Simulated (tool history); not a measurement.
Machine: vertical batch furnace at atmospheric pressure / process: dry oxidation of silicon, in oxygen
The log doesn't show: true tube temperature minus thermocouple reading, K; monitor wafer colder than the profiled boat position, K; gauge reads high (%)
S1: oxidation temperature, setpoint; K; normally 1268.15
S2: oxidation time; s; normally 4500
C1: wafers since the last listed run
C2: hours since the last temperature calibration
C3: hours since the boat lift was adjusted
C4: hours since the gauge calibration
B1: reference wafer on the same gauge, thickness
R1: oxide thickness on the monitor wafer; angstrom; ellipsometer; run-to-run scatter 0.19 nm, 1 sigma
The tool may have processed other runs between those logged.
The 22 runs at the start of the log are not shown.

{"run": 23, "hour": 1465.0, "S1": 1254.15, "S2": 6210, "C1": 783, "C2": 113.1, "C3": 81.2, "C4": 1910.4, "B1": 103.4, "R1": 966.3}
{"run": 24, "hour": 1506.9, "S1": 1261.15, "S2": 4500, "C1": 406, "C2": 155.0, "C3": 123.1, "C4": 1952.3, "B1": 103.33, "R1": 859.1}
{"run": 25, "hour": 1559.5, "S1": 1287.15, "S2": 5250, "C1": 510, "C2": 207.6, "C3": 175.7, "C4": 2004.9, "B1": 103.4, "R1": 1052.2}
{"run": 26, "hour": 1647.7, "S1": 1249.15, "S2": 6180, "C1": 856, "C2": 295.8, "C3": 263.9, "C4": 2093.1, "B1": 103.44, "R1": 940.5}
{"hour": 1649.4, "done": "gauge calibrated"}
{"run": 27, "hour": 1728.1, "S1": 1253.15, "S2": 2850, "C1": 780, "C2": 376.2, "C3": 344.3, "C4": 78.7, "B1": 103.41, "R1": 685.8}
{"run": 28, "hour": 1814.4, "S1": 1268.15, "S2": 3000, "C1": 837, "C2": 462.5, "C3": 430.6, "C4": 165.0, "B1": 103.43, "R1": 741.9}
{"run": 29, "hour": 1903.9, "S1": 1268.15, "S2": 3060, "C1": 869, "C2": 552.0, "C3": 520.1, "C4": 254.5, "B1": 103.43, "R1": 749.2}
{"run": 30, "hour": 1969.8, "S1": 1253.15, "S2": 6090, "C1": 639, "C2": 617.9, "C3": 586.0, "C4": 320.4, "B1": 103.5, "R1": 950.5}
{"run": 31, "hour": 2058.0, "S1": 1268.15, "S2": 4500, "C1": 856, "C2": 706.1, "C3": 674.2, "C4": 408.6, "B1": 103.45, "R1": 887.0}
{"run": 32, "hour": 2155.7, "S1": 1268.15, "S2": 6570, "C1": 948, "C2": 803.8, "C3": 771.9, "C4": 506.3, "B1": 103.35, "R1": 1064.7}
{"run": 33, "hour": 2258.4, "S1": 1268.15, "S2": 4500, "C1": 997, "C2": 906.5, "C3": 874.6, "C4": 609.0, "B1": 103.37, "R1": 884.2}

Below are 3 alternative next runs, each starting from the tool's condition after run 33. Predict each:
{"run": "A", "hour": 2262.9, "S1": 1268.15, "S2": 4500, "C1": 43, "C2": 911.0, "C3": 879.1, "C4": 613.5, "B1": "?", "R1": "?"}
{"run": "B", "hour": 2262.9, "S1": 1249.15, "S2": 4500, "C1": 43, "C2": 911.0, "C3": 879.1, "C4": 613.5, "B1": "?", "R1": "?"}
{"run": "C", "hour": 2262.9, "S1": 1277.15, "S2": 6000, "C1": 43, "C2": 911.0, "C3": 879.1, "C4": 613.5, "B1": "?", "R1": "?"}

run=A B1=103.33 R1=883.9
run=B B1=103.33 R1=806.4
run=C B1=103.33 R1=1063.6
With no hidden state in the tool, these same runs would have given:
run=A R1=889.2
run=B R1=811.2
run=C R1=1070.7

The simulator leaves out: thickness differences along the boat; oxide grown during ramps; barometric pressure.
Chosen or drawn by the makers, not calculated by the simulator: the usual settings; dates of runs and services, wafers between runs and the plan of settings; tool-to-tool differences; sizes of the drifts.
